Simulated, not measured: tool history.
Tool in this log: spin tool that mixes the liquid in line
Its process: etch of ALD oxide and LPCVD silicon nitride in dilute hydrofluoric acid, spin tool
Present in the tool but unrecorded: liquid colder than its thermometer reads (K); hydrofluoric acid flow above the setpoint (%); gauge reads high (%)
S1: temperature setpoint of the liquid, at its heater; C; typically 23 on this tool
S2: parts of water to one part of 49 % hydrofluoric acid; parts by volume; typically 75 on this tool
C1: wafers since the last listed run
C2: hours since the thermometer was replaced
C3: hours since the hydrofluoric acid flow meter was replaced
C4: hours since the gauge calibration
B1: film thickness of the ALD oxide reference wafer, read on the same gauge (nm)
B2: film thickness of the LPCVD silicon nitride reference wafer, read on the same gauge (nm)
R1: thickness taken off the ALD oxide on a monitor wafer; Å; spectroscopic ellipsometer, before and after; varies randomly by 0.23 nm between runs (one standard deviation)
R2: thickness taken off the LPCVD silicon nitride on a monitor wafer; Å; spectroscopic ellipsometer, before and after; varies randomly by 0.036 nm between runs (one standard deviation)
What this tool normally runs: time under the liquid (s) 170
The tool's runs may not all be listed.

{"run": 1, "day": 0.0, "S1": 23, "S2": 75, "time under the liquid (s)": 170, "C1": 0, "C2": 483.1, "C3": 527.2, "C4": 195.7, "B1": 129.98, "B2": 150.019, "R1": 275.9, "R2": 10.33}
{"run": 2, "day": 1.588, "S1": 23, "S2": 75, "time under the liquid (s)": 170, "C1": 407, "C2": 521.2, "C3": 565.3, "C4": 233.8, "B1": 130.02, "B2": 149.978, "R1": 272.3, "R2": 10.26}
{"run": 3, "day": 5.208, "S1": 23, "S2": 75, "time under the liquid (s)": 170, "C1": 928, "C2": 608.1, "C3": 652.2, "C4": 320.7, "B1": 129.97, "B2": 150.049, "R1": 275.2, "R2": 10.19}
{"run": 4, "day": 9.062, "S1": 23, "S2": 75, "time under the liquid (s)": 170, "C1": 988, "C2": 700.6, "C3": 744.7, "C4": 413.2, "B1": 130, "B2": 149.987, "R1": 274.9, "R2": 10.28}
{"run": 5, "day": 12.75, "S1": 23, "S2": 75, "time under the liquid (s)": 170, "C1": 945, "C2": 789.1, "C3": 833.2, "C4": 501.7, "B1": 130.01, "B2": 150.036, "R1": 272.8, "R2": 10.53}
{"run": 6, "day": 15.283, "S1": 25, "S2": 105, "time under the liquid (s)": 170, "C1": 649, "C2": 849.9, "C3": 894, "C4": 562.5, "B1": 129.99, "B2": 149.999, "R1": 205.1, "R2": 8.65}
{"run": 7, "day": 18.217, "S1": 23, "S2": 100, "time under the liquid (s)": 170, "C1": 752, "C2": 920.3, "C3": 964.4, "C4": 632.9, "B1": 129.98, "B2": 150.003, "R1": 205.3, "R2": 7.69}
{"run": 8, "day": 20.238, "S1": 23, "S2": 75, "time under the liquid (s)": 170, "C1": 518, "C2": 968.8, "C3": 1012.9, "C4": 681.4, "B1": 130.02, "B2": 149.961, "R1": 279.6, "R2": 10.44}
{"day": 24.725, "done": "gauge calibrated"}
{"run": 9, "day": 26.362, "S1": 23, "S2": 75, "time under the liquid (s)": 170, "C1": 1571, "C2": 1115.8, "C3": 1159.9, "C4": 39.3, "B1": 130, "B2": 150.042, "R1": 283, "R2": 10.05}
{"run": 10, "day": 30.362, "S1": 23, "S2": 75, "time under the liquid (s)": 170, "C1": 1025, "C2": 1211.8, "C3": 1255.9, "C4": 135.3, "B1": 129.99, "B2": 150, "R1": 283, "R2": 10.27}
{"day": 32.317, "done": "thermometer replaced"}
{"run": 11, "day": 33.392, "S1": 27, "S2": 50, "time under the liquid (s)": 140, "C1": 766, "C2": 25.8, "C3": 1328.6, "C4": 208, "B1": 130.03, "B2": 150.001, "R1": 425.8, "R2": 17.77}
{"run": 12, "day": 36.7, "S1": 23, "S2": 75, "time under the liquid (s)": 170, "C1": 848, "C2": 105.2, "C3": 1408, "C4": 287.4, "B1": 129.99, "B2": 149.982, "R1": 284.4, "R2": 10.87}
{"day": 36.917, "done": "hydrofluoric acid flow meter replaced"}
{"run": 13, "day": 38.583, "S1": 23, "S2": 110, "time under the liquid (s)": 75, "C1": 472, "C2": 150.4, "C3": 40, "C4": 332.6, "B1": 129.98, "B2": 149.995, "R1": 78.2, "R2": 2.96}
{"run": 14, "day": 41.95, "S1": 23, "S2": 75, "time under the liquid (s)": 170, "C1": 863, "C2": 231.2, "C3": 120.8, "C4": 413.4, "B1": 129.95, "B2": 149.994, "R1": 266.3, "R2": 9.82}
{"run": 15, "day": 44.475, "S1": 23, "S2": 75, "time under the liquid (s)": 170, "C1": 647, "C2": 291.8, "C3": 181.4, "C4": 474, "B1": 130.03, "B2": 150.029, "R1": 270.9, "R2": 10.82}
{"run": 16, "day": 47.867, "S1": 23, "S2": 75, "time under the liquid (s)": 170, "C1": 869, "C2": 373.2, "C3": 262.8, "C4": 555.4, "B1": 129.96, "B2": 150.018, "R1": 271.2, "R2": 9.99}
{"run": 17, "day": 49.988, "S1": 25.5, "S2": 85, "time under the liquid (s)": 225, "C1": 543, "C2": 424.1, "C3": 313.7, "C4": 606.3, "B1": 129.99, "B2": 150.004, "R1": 343.2, "R2": 14.33}
{"run": 18, "day": 52.638, "S1": 23, "S2": 50, "time under the liquid (s)": 145, "C1": 679, "C2": 487.7, "C3": 377.3, "C4": 669.9, "B1": 130, "B2": 150.032, "R1": 360.3, "R2": 12.63}
{"run": 19, "day": 55.088, "S1": 18.5, "S2": 75, "time under the liquid (s)": 195, "C1": 628, "C2": 546.5, "C3": 436.1, "C4": 728.7, "B1": 130.01, "B2": 149.998, "R1": 261.3, "R2": 8.61}
{"run": 20, "day": 56.946, "S1": 27.5, "S2": 95, "time under the liquid (s)": 130, "C1": 476, "C2": 591.1, "C3": 480.7, "C4": 773.3, "B1": 130.02, "B2": 149.997, "R1": 196.2, "R2": 8.28}

Predict each of these 5 candidate next runs independently; none follows another, all start after run 20:
{"run": "A", "day": 56.967, "S1": 23, "S2": 50, "time under the liquid (s)": 170, "C1": 5, "C2": 591.6, "C3": 481.2, "C4": 773.8, "B1": "?", "B2": "?", "R1": "?", "R2": "?"}
{"run": "B", "day": 56.967, "S1": 23, "S2": 75, "time under the liquid (s)": 200, "C1": 5, "C2": 591.6, "C3": 481.2, "C4": 773.8, "B1": "?", "B2": "?", "R1": "?", "R2": "?"}
{"run": "C", "day": 56.967, "S1": 23, "S2": 105, "time under the liquid (s)": 170, "C1": 5, "C2": 591.6, "C3": 481.2, "C4": 773.8, "B1": "?", "B2": "?", "R1": "?", "R2": "?"}
{"run": "D", "day": 56.967, "S1": 23, "S2": 60, "time under the liquid (s)": 170, "C1": 5, "C2": 591.6, "C3": 481.2, "C4": 773.8, "B1": "?", "B2": "?", "R1": "?", "R2": "?"}
{"run": "E", "day": 56.967, "S1": 23, "S2": 90, "time under the liquid (s)": 145, "C1": 5, "C2": 591.6, "C3": 481.2, "C4": 773.8, "B1": "?", "B2": "?", "R1": "?", "R2": "?"}

run=A B1=130.03 B2=150.036 R1=420.4 R2=16.52
run=B B1=130.03 B2=150.036 R1=319.6 R2=13.06
run=C B1=130.03 B2=150.036 R1=187.2 R2=7.97
run=D B1=130.03 B2=150.036 R1=345.9 R2=13.82
run=E B1=130.03 B2=150.036 R1=189.6 R2=7.92
Stripped of hidden state, with their random variation kept, the same runs would have yielded:
run=A R1=409.7 R2=16.13
run=B R1=311.3 R2=12.76
run=C R1=182.2 R2=7.79
run=D R1=337.1 R2=13.5
run=E R1=184.6 R2=7.73
